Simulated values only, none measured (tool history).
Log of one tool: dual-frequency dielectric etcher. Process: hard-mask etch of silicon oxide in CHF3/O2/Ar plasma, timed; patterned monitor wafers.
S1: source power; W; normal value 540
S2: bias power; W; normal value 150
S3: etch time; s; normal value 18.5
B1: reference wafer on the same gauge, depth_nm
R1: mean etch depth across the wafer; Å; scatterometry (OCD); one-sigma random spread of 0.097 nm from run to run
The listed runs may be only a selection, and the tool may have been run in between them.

| run | hour | S1 | S2 | S3 | B1 | R1 |
|---|---|---|---|---|---|---|
| 1 | 0.0 | 540 | 150 | 18.5 | 37.54 | 344.7 |
| 2 | 16.0 | 540 | 150 | 18.5 | 37.61 | 344.5 |
| 3 | 36.9 | 540 | 150 | 18.5 | 37.56 | 346.7 |
| 4 | 65.3 | 540 | 150 | 21.5 | 37.69 | 398.9 |
| 5 | 92.6 | 540 | 150 | 21.5 | 37.70 | 404.7 |
| 6 | 117.8 | 540 | 150 | 18.5 | 37.71 | 347.5 |
| 7 | 151.3 | 540 | 150 | 18.5 | 37.81 | 347.0 |
|  | 172.9 | source power generator calibrated |
| 8 | 184.7 | 540 | 150 | 18.5 | 37.81 | 347.5 |

Run 9 comes next. What will it give?
|  | 188.9 | bias power generator calibrated |
|  | 196.1 | gauge calibrated |
| 9 | 196.7 | 590 | 166 | 15.0 | ? | ? |

B1: 37.50
R1: 302.4 Å
Take away the tool's hidden state, keep the run-to-run variation as it was, and the same run would have given R1 302.4 Å.

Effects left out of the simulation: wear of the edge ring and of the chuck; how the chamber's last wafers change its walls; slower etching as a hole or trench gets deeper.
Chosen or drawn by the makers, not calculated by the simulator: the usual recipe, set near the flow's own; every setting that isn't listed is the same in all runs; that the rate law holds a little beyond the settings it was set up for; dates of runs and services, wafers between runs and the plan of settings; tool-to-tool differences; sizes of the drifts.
